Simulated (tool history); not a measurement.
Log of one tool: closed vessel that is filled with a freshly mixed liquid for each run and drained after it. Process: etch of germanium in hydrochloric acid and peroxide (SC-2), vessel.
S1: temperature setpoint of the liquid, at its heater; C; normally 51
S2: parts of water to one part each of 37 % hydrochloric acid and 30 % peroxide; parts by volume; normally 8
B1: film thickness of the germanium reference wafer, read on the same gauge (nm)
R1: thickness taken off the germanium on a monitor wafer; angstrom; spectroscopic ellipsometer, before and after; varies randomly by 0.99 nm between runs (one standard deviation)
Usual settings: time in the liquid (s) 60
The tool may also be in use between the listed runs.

Run 1, hour 0: usual settings but time in the liquid (s) 45; B1 50.01. Result: R1 1129.7 angstrom.
Run 2, hour 9.8: usual settings but time in the liquid (s) 45; B1 50. Result: R1 1141.7 angstrom.
Run 3, hour 24.1: usual settings; B1 50.01. Result: R1 1522.9 angstrom.
Run 4, hour 40.8: usual settings; B1 49.98. Result: R1 1527.9 angstrom.
Run 5, hour 47.2: usual settings; B1 50.01. Result: R1 1500.7 angstrom.
Run 6, hour 53.6: usual settings; B1 50.03. Result: R1 1531.7 angstrom.
Run 7, hour 65: usual settings; B1 49.98. Result: R1 1539.8 angstrom.
At hour 69.1: gauge calibrated.
Run 8, hour 75.1: usual settings; B1 50.01. Result: R1 1511 angstrom.
Run 9, hour 82.4: usual settings; B1 49.99. Result: R1 1518.7 angstrom.
Run 10, hour 98.7: usual settings but time in the liquid (s) 90; B1 50.02. Result: R1 2265.9 angstrom.
At hour 116.7: thermometer replaced.
Run 11, hour 117.2: usual settings but S1 43 C, time in the liquid (s) 75; B1 50. Result: R1 1465.9 angstrom.

Run 12, settings as shown, results not yet in. Your forecast:
At hour 127: new drum of peroxide connected.
Run 12, hour 132.2: usual settings but S1 43.5 C, S2 4.5 parts by volume; B1 ?. Result: R1 ?.

{"run 12": {"B1": 50, "R1": 1225.7}}
With no hidden state in the tool, this same run would have given R1 1225.7 angstrom.
